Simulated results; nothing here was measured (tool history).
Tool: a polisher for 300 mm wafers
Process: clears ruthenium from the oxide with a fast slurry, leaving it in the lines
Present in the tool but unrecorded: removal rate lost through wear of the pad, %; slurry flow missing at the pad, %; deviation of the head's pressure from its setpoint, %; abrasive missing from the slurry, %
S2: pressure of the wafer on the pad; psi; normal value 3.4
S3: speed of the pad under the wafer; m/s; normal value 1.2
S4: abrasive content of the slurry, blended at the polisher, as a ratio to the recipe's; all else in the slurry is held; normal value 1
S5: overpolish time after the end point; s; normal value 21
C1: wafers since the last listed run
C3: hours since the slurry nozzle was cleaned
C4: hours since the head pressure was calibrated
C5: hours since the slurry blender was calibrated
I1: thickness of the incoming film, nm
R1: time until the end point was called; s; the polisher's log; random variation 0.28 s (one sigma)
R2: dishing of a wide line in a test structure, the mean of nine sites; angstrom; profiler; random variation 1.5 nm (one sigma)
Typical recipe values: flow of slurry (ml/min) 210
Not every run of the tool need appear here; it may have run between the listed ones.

Run 1, day 0: usual settings; C1 0; wafers polished on this pad 547; C3 528.4; C4 534.3; C5 142.1; I1 158.2. Result: R1 23.1 s, R2 968 angstrom.
Run 2, day 0.496: usual settings; C1 130; wafers polished on this pad 678; C3 540.3; C4 546.2; C5 154; I1 158.1. Result: R1 23.5 s, R2 935 angstrom.
At day 0.825: worn pad replaced by a new one.
At day 1.146: slurry blender recalibrated.
Run 3, day 1.158: usual settings; C1 108; wafers polished on this pad 65; C3 556.2; C4 562.1; C5 0.3; I1 157.4. Result: R1 23.5 s, R2 950 angstrom.
Run 4, day 1.738: usual settings; C1 152; wafers polished on this pad 217; C3 570.1; C4 576; C5 14.2; I1 161.7. Result: R1 23.9 s, R2 950 angstrom.
Run 5, day 2.279: usual settings; C1 142; wafers polished on this pad 360; C3 583.1; C4 589; C5 27.2; I1 161.3. Result: R1 23.9 s, R2 977 angstrom.
Run 6, day 3.008: usual settings; C1 191; wafers polished on this pad 552; C3 600.6; C4 606.5; C5 44.7; I1 161.4. Result: R1 23.9 s, R2 974 angstrom.
At day 3.375: worn pad replaced by a new one.
Run 7, day 3.579: usual settings; C1 106; wafers polished on this pad 53; C3 614.3; C4 620.2; C5 58.4; I1 159.5. Result: R1 23.8 s, R2 983 angstrom.
Run 8, day 3.867: usual settings but S3 1.38 m/s, S5 25 s; C1 75; wafers polished on this pad 129; C3 621.2; C4 627.1; C5 65.3; I1 158.4. Result: R1 21.5 s, R2 1188 angstrom.
Run 9, day 4.558: usual settings but S5 26 s; C1 181; wafers polished on this pad 311; C3 637.8; C4 643.7; C5 81.9; I1 158.9. Result: R1 23.6 s, R2 1124 angstrom.
Run 10, day 5.054: usual settings but S5 26 s; C1 130; wafers polished on this pad 441; C3 649.7; C4 655.6; C5 93.8; I1 161.8. Result: R1 24 s, R2 1145 angstrom.
Run 11, day 5.529: usual settings but S5 26 s; C1 124; wafers polished on this pad 566; C3 661.1; C4 667; C5 105.2; I1 161.5. Result: R1 23.9 s, R2 1123 angstrom.
At day 6.067: worn pad replaced by a new one.
Run 12, day 6.246: usual settings; C1 144; wafers polished on this pad 47; C3 678.3; C4 684.2; C5 122.4; I1 162.4. Result: R1 24.2 s, R2 952 angstrom.
Run 13, day 6.633: usual settings but S2 4 psi, S4 0.75; C1 101; wafers polished on this pad 149; C3 687.6; C4 693.5; C5 131.7; I1 161. Result: R1 24.3 s, R2 970 angstrom.
Run 14, day 7.354: usual settings but S3 1 m/s, S5 12 s; C1 189; wafers polished on this pad 338; C3 704.9; C4 710.8; C5 149; I1 159.4. Result: R1 28 s, R2 540 angstrom.
At day 7.779: slurry blender recalibrated.
Run 15, day 7.8: usual settings but flow of slurry (ml/min) 260, S3 1.54 m/s, S5 15 s; C1 95; wafers polished on this pad 434; C3 715.6; C4 721.5; C5 0.5; I1 161. Result: R1 19.3 s, R2 924 angstrom.
At day 8.054: head pressure recalibrated.
Run 16, day 8.075: usual settings but S3 0.84 m/s; C1 50; wafers polished on this pad 484; C3 722.2; C4 0.5; C5 7.1; I1 158.6. Result: R1 31.5 s, R2 783 angstrom.
Run 17, day 8.329: usual settings; C1 66; wafers polished on this pad 551; C3 728.3; C4 6.6; C5 13.2; I1 158.4. Result: R1 24.1 s, R2 975 angstrom.
At day 8.633: worn pad replaced by a new one.
Run 18, day 9.008: usual settings; C1 134; wafers polished on this pad 98; C3 744.6; C4 22.9; C5 29.5; I1 162.2. Result: R1 24.3 s, R2 979 angstrom.
Run 19, day 9.475: usual settings; C1 122; wafers polished on this pad 221; C3 755.8; C4 34.1; C5 40.7; I1 158.4. Result: R1 23.2 s, R2 957 angstrom.
At day 9.579: slurry nozzle cleaned.
Run 20, day 10.121: usual settings but S3 0.98 m/s; C1 158; wafers polished on this pad 380; C3 13; C4 49.6; C5 56.2; I1 158. Result: R1 27.8 s, R2 851 angstrom.
Run 21, day 10.812: usual settings but S4 1.2; C1 181; wafers polished on this pad 562; C3 29.6; C4 66.2; C5 72.8; I1 157.3. Result: R1 21.2 s, R2 1047 angstrom.
Run 22, day 11.088: usual settings but S4 1.2; C1 72; wafers polished on this pad 634; C3 36.2; C4 72.8; C5 79.4; I1 162.5. Result: R1 22.2 s, R2 1069 angstrom.
At day 11.375: worn pad replaced by a new one.
Run 23, day 11.75: usual settings but S4 0.75; C1 130; wafers polished on this pad 99; C3 52.1; C4 88.7; C5 95.3; I1 160. Result: R1 28.8 s, R2 828 angstrom.
Run 24, day 12.483: usual settings but flow of slurry (ml/min) 180, S4 1.2; C1 192; wafers polished on this pad 291; C3 69.7; C4 106.3; C5 112.9; I1 158.9. Result: R1 21.9 s, R2 1021 angstrom.

Below are 5 alternative next runs, each starting from the tool's condition after run 24. Predict each:
Run A, day 12.5: usual settings but S2 4 psi; C1 4; wafers polished on this pad 296; C3 70.1; C4 106.7; C5 113.3; I1 160.2. Result: R1 ?, R2 ?.
Run B, day 12.5: usual settings but S3 1.48 m/s, S4 0.8, S5 17 s; C1 4; wafers polished on this pad 296; C3 70.1; C4 106.7; C5 113.3; I1 160.2. Result: R1 ?, R2 ?.
Run C, day 12.5: usual settings but S3 0.9 m/s; C1 4; wafers polished on this pad 296; C3 70.1; C4 106.7; C5 113.3; I1 160.2. Result: R1 ?, R2 ?.
Run D, day 12.5: usual settings but S2 2.6 psi, S5 9 s; C1 4; wafers polished on this pad 296; C3 70.1; C4 106.7; C5 113.3; I1 160.2. Result: R1 ?, R2 ?.
Run E, day 12.5: usual settings but S2 2.3 psi, S3 0.9 m/s; C1 4; wafers polished on this pad 296; C3 70.1; C4 106.7; C5 113.3; I1 160.2. Result: R1 ?, R2 ?.

run    R1    R2
  A  20.2  1083
  B  22.9   836
  C    30   797
  D  31.1   368
  E  44.4   572
Without the tool's hidden state the same runs would have given:
run    R1    R2
  A  20.2  1083
  B  22.9   836
  C    30   797
  D  31.1   368
  E  44.4   572
